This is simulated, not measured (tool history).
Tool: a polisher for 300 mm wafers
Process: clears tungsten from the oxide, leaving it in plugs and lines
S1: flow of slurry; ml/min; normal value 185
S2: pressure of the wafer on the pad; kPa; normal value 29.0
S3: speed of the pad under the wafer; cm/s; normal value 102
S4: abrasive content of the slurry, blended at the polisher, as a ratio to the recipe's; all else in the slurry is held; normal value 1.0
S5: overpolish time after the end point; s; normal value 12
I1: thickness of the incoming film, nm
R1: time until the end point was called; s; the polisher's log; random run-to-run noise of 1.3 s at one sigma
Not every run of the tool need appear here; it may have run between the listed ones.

run 1 hour=0.0 | S1=170 S2=29.0 S3=102 S4=1.0 S5=12 | I1=522.4 | R1=121.1
run 2 hour=88.0 | S1=170 S2=29.0 S3=102 S4=1.0 S5=12 | I1=512.9 | R1=125.1
-- hour=159.3 slurry blender recalibrated
run 3 hour=159.8 | S1=185 S2=29.0 S3=102 S4=1.0 S5=12 | I1=513.3 | R1=131.4
-- hour=175.5 worn pad replaced by a new one
-- hour=196.9 slurry tank refilled with fresh slurry and peroxide
run 4 hour=247.8 | S1=185 S2=29.0 S3=102 S4=1.0 S5=12 | I1=513.6 | R1=118.8
-- hour=258.7 slurry nozzle cleaned
run 5 hour=364.3 | S1=220 S2=29.0 S3=126 S4=1.0 S5=12 | I1=519.5 | R1=97.1
-- hour=387.8 slurry blender recalibrated
-- hour=429.0 slurry tank refilled with fresh slurry and peroxide
-- hour=430.7 worn pad replaced by a new one
run 6 hour=456.4 | S1=220 S2=29.0 S3=126 S4=1.0 S5=12 | I1=518.4 | R1=94.1
run 7 hour=549.4 | S1=220 S2=29.0 S3=126 S4=1.0 S5=12 | I1=526.7 | R1=101.8
run 8 hour=588.3 | S1=230 S2=31.7 S3=88 S4=0.8 S5=12 | I1=518.3 | R1=138.7

Run 9 has not been measured yet. What should we expect?
-- hour=634.0 slurry blender recalibrated
run 9 hour=636.0 | S1=185 S2=29.0 S3=102 S4=1.0 S5=12 | I1=522.6 | R1=?

For run 9 the tool returned R1 127.8 s.
Had the tool carried no hidden state, the very same run would have given R1 111.2 s.
